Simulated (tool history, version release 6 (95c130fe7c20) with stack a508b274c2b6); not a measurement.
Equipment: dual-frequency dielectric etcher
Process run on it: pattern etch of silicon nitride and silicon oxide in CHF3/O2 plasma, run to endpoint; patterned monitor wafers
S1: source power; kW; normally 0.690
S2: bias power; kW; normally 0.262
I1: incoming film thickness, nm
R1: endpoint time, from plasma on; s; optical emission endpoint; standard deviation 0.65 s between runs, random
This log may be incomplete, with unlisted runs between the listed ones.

| run | day | S1 | S2 | I1 | R1 |
|---|---|---|---|---|---|
| 1 | 0.000 | 0.690 | 0.233 | 225.6 | 148.8 |
| 2 | 0.496 | 0.690 | 0.233 | 226.3 | 148.3 |
| 3 | 0.758 | 0.820 | 0.262 | 224.4 | 127.4 |
| 4 | 1.283 | 0.820 | 0.262 | 224.6 | 128.5 |
| 5 | 1.708 | 0.820 | 0.262 | 227.0 | 129.5 |
| 6 | 2.350 | 0.690 | 0.262 | 225.9 | 142.9 |
| 7 | 2.946 | 0.690 | 0.262 | 225.7 | 143.5 |
| 8 | 3.250 | 0.690 | 0.262 | 225.3 | 141.9 |
| 9 | 3.892 | 0.690 | 0.262 | 226.5 | 142.7 |
| 10 | 4.604 | 0.750 | 0.262 | 226.1 | 136.1 |
| 11 | 4.854 | 0.690 | 0.286 | 225.6 | 137.7 |
| 12 | 5.250 | 0.690 | 0.286 | 225.7 | 137.3 |
|  | 5.967 | source power generator calibrated |
|  | 6.721 | upper electrode replaced, of another model than before |
|  | 6.775 | bias power generator calibrated |
| 13 | 6.796 | 0.610 | 0.204 | 227.7 | 200.7 |
| 14 | 6.808 | 0.840 | 0.219 | 227.6 | 138.7 |
| 15 | 6.988 | 0.690 | 0.262 | 224.3 | 144.1 |
|  | 8.262 | wet clean of the chamber |
| 16 | 8.283 | 0.690 | 0.262 | 227.7 | 137.1 |
| 17 | 8.300 | 0.770 | 0.289 | 224.8 | 115.7 |
| 18 | 8.312 | 0.690 | 0.262 | 230.2 | 139.3 |
| 19 | 8.900 | 0.590 | 0.319 | 227.5 | 144.0 |
| 20 | 10.192 | 0.690 | 0.262 | 222.4 | 135.6 |
| 21 | 10.704 | 0.800 | 0.262 | 225.1 | 120.2 |
| 22 | 11.075 | 0.750 | 0.211 | 225.1 | 148.6 |
| 23 | 11.392 | 0.800 | 0.311 | 224.6 | 108.1 |
| 24 | 12.025 | 0.730 | 0.262 | 226.7 | 132.2 |
| 25 | 12.454 | 0.690 | 0.202 | 225.5 | 166.5 |

For each run, what was the tool's unlogged condition?
source power that arrives over what is set, %: 0 in every run
bias power that arrives over what is set, %: 0 in every run
H1: etch rate over this chamber's usual, %
| run | H1 |
|---|---|
| 1 | -2.65 |
| 2 | -2.81 |
| 3 | -2.89 |
| 4 | -3.06 |
| 5 | -3.2 |
| 6 | -3.4 |
| 7 | -3.59 |
| 8 | -3.69 |
| 9 | -3.89 |
| 10 | -4.12 |
| 11 | -4.2 |
| 12 | -4.33 |
| 13 | -4.82 |
| 14 | -4.83 |
| 15 | -4.89 |
| 16 | 0.697 |
| 17 | 0.692 |
| 18 | 0.688 |
| 19 | 0.5 |
| 20 | 0.0864 |
| 21 | -0.0776 |
| 22 | -0.196 |
| 23 | -0.298 |
| 24 | -0.5 |
| 25 | -0.638 |
